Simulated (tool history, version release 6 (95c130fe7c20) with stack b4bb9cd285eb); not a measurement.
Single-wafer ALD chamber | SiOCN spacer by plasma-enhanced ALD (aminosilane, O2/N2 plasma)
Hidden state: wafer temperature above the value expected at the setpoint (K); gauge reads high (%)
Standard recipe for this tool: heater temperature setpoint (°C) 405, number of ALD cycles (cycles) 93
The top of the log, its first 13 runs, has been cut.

| run | day | heater temperature setpoint (°C) | number of ALD cycles (cycles) | wafers since the last listed run | hours since the last thermocouple change | hours since the gauge calibration | read-back reference wafer on the same gauge, thickness_nm | mean film thickness on the monitor wafer (nm) |
|---|---|---|---|---|---|---|---|---|
| 14 | 8.208 | 405 | 93 | 28 | 1300.4 | 198.9 | 5.567 | 5.238 |
| 15 | 8.529 | 409 | 98 | 24 | 1308.1 | 206.6 | 5.554 | 5.439 |
| 16 | 8.917 | 405 | 93 | 29 | 1317.4 | 215.9 | 5.568 | 5.253 |
| 17 | 10.588 | 405 | 93 | 127 | 1357.5 | 256.0 | 5.558 | 5.244 |
| 18 | 10.838 | 405 | 93 | 19 | 1363.5 | 262.0 | 5.567 | 5.259 |
| 19 | 11.346 | 405 | 93 | 38 | 1375.7 | 274.2 | 5.550 | 5.257 |
|  | 11.600 | gauge calibrated |
| 20 | 11.950 | 405 | 109 | 46 | 1390.2 | 8.4 | 5.597 | 6.161 |
| 21 | 12.271 | 417 | 87 | 24 | 1397.9 | 16.1 | 5.588 | 4.724 |
|  | 12.654 | thermocouple changed; heater temperature recalibrated |
| 22 | 12.950 | 405 | 93 | 26 | 7.1 | 32.4 | 5.579 | 5.263 |
| 23 | 13.567 | 417 | 87 | 47 | 21.9 | 47.2 | 5.583 | 4.710 |
| 24 | 14.238 | 398 | 87 | 51 | 38.0 | 63.3 | 5.572 | 4.975 |
| 25 | 14.546 | 405 | 93 | 23 | 45.4 | 70.7 | 5.572 | 5.250 |
| 26 | 14.879 | 401 | 76 | 25 | 53.4 | 78.7 | 5.567 | 4.338 |
| 27 | 15.138 | 418 | 76 | 19 | 59.6 | 84.9 | 5.564 | 4.092 |
| 28 | 15.454 | 398 | 78 | 24 | 67.2 | 92.5 | 5.568 | 4.465 |

Run 29 is up next; what results do you expect?
| 29 | 16.000 | 392 | 79 | 41 | 80.3 | 105.6 | ? | ? |

{"run 29": {"read-back reference wafer on the same gauge, thickness_nm": 5.554, "mean film thickness on the monitor wafer (nm)": 4.531}}
Had the tool carried no hidden state, the very same run would have given mean film thickness on the monitor wafer (nm) 4.572.
